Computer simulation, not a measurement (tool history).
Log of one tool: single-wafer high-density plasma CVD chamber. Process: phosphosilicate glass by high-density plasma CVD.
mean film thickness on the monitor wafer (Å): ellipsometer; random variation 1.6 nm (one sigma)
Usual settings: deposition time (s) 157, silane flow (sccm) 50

run   hour  deposition time (s)  silane flow (sccm)  read-back reference wafer on the same gauge, thickness_nm  mean film thickness on the monitor wafer (Å)
  1    0.0                  157                  50                                                    721.299                                       7260.71
  2   40.3                  157                  50                                                    720.761                                       7261.97
  3   75.8                  157                  50                                                    721.429                                       7251.40
  4  111.5                  157                  52                                                    721.031                                       7470.70
  5  174.0                  157                  50                                                    720.854                                       7222.16
  6  215.8                  157                  50                                                    721.355                                       7232.13
     252.3  -- gauge calibrated
  7  268.1                  157                  50                                                    721.157                                       7233.60
  8  320.1                  157                  50                                                    721.454                                       7280.88
     350.0  -- silane flow controller replaced
  9  350.5                  187                  50                                                    721.500                                       9341.31
 10  389.6                  157                  50                                                    721.072                                       7832.57
     434.9  -- silane flow controller replaced, repeated, since the last time left the tool worse
 11  461.4                  173                  43                                                    720.874                                       7269.42
 12  490.7                  130                  44                                                    721.209                                       5577.08
 13  545.6                  157                  50                                                    720.961                                       7424.68
 14  604.9                  139                  58                                                    721.255                                       7433.75
 15  641.4                  157                  50                                                    720.708                                       7394.66
 16  705.4                  143                  44                                                    721.247                                       6061.07

What the log doesn't show, run by run:
gauge reads high (%): 0 in every run
H1: delivered silane flow above the setpoint (%)
run      H1
  1   -3.46
  2   -3.49
  3   -3.51
  4   -3.53
  5   -3.57
  6   -3.59
  7   -3.61
  8   -3.63
  9    6.53
 10    6.27
 11  -0.046
 12  -0.231
 13  -0.557
 14  -0.882
 15   -1.07
 16   -1.37
